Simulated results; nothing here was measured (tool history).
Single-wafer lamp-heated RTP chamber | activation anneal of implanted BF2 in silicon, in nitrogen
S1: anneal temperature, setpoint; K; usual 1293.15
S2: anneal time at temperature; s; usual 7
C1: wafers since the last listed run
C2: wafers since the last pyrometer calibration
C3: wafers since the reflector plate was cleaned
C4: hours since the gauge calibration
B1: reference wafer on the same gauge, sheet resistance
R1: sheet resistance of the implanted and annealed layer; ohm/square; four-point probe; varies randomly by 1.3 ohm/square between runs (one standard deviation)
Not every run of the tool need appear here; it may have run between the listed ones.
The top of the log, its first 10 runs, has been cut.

run	hour	S1	S2	C1	C2	C3	C4	B1	R1
# hour 959.5: reflector plate cleaned
11	976.3	1317.15	7	4254	5238	270	2680.5	721.97	797.36
12	1024.2	1308.15	8	771	6009	1042	2728.4	721.94	804.33
13	1122.0	1308.15	8	1574	7584	2616	2826.2	722.05	801.46
14	1185.0	1293.15	7	1014	8599	3631	2889.2	722.23	813.34
# hour 1251.8: pyrometer window cleaned and pyrometer calibrated
15	1254.9	1312.15	9	996	50	4628	2959.1	722.14	798.14
16	1333.9	1312.15	9	1272	1322	5900	3038.1	721.66	799.30
17	1433.5	1312.15	9	1603	2926	7504	3137.7	721.87	793.28
# hour 1520.8: gauge calibrated
# hour 1577.2: reflector plate cleaned
18	1714.1	1293.15	7	4389	7316	2204	193.3	722.04	815.01
19	1798.5	1306.15	4	1359	8675	3563	277.7	722.08	816.89
20	1892.9	1277.15	7	1520	10195	5083	372.1	721.87	823.57
# hour 1998.5: pyrometer window cleaned and pyrometer calibrated
21	2013.7	1313.15	7	1816	244	6900	492.9	722.32	800.41

Predict the results of run 22:
22	2100.7	1285.15	3	1400	1645	8301	579.9	?	?

{"run 22": {"B1": 722.2, "R1": 837.3}}
On a tool with no hidden condition, and with the same random variation, this run would have come out at R1 842.59 ohm/square.
